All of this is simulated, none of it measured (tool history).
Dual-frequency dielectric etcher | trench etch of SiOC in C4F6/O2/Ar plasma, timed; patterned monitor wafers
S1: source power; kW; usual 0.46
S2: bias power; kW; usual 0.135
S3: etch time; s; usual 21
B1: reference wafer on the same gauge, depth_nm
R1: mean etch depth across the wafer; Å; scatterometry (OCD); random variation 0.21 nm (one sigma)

run	hour	S1	S2	S3	B1	R1
1	0	0.46	0.135	21	45.17	481.3
2	28	0.46	0.135	21	45.22	481.1
3	52.8	0.46	0.135	21	45.27	482.9
4	118.4	0.46	0.135	21	45.22	479
5	182.9	0.46	0.135	21	45.24	481.2
6	246.7	0.46	0.154	21	45.21	504.3
7	304.3	0.46	0.135	16	45.22	367.4
# hour 359.6: wet clean of the chamber
8	360.1	0.46	0.135	16	45.15	366.9
9	364.9	0.46	0.135	25	45.19	571.6
10	412.9	0.46	0.135	25	45.21	571.6
# hour 431.9: source power generator calibrated
11	460.7	0.46	0.135	21	45.2	478.6
12	509.6	0.46	0.135	21	45.18	478.1
13	548.5	0.46	0.135	21	45.17	483.4
14	582	0.46	0.135	23	45.22	521.6
15	647.1	0.46	0.135	21	45.24	484.7
16	709.7	0.42	0.163	24.5	45.21	591.4
# hour 758.2: upper electrode replaced
17	758.7	0.34	0.135	21	45.21	442.6
18	799.8	0.46	0.135	21	45.17	477.3
# hour 855: wet clean of the chamber
19	855.5	0.41	0.117	21	45.23	440.9
20	908.7	0.41	0.117	21	45.18	440.9
21	973.5	0.54	0.145	15.5	45.19	379.8
22	1067.5	0.46	0.114	21	45.2	449.7
# hour 1096.8: bias power generator calibrated
# hour 1118.8: gauge calibrated
23	1126.6	0.46	0.124	26	45.17	575.2
24	1160.8	0.46	0.135	14.5	45.13	332.8
25	1224.6	0.46	0.135	21	45.27	484.4
26	1261	0.4	0.135	21	45.21	459.9
27	1326.9	0.38	0.135	21	45.25	457.5
# hour 1354.2: wet clean of the chamber
28	1478	0.43	0.135	21	45.2	471.7
29	1505.2	0.56	0.117	17.5	45.24	402
30	1575.5	0.46	0.135	17.5	45.21	401.9
31	1603.4	0.46	0.135	21	45.17	481.3

Forecast each of these 3 alternatives for the next run:
A	1603.8	0.46	0.135	21	?	?
B	1603.8	0.5	0.122	26	?	?
C	1603.8	0.56	0.105	21	?	?

run	B1	R1
A	45.2	482.2
B	45.2	588.5
C	45.2	464.7
Without the tool's hidden state the same runs would have given:
run	R1
A	482.2
B	588.5
C	464.7
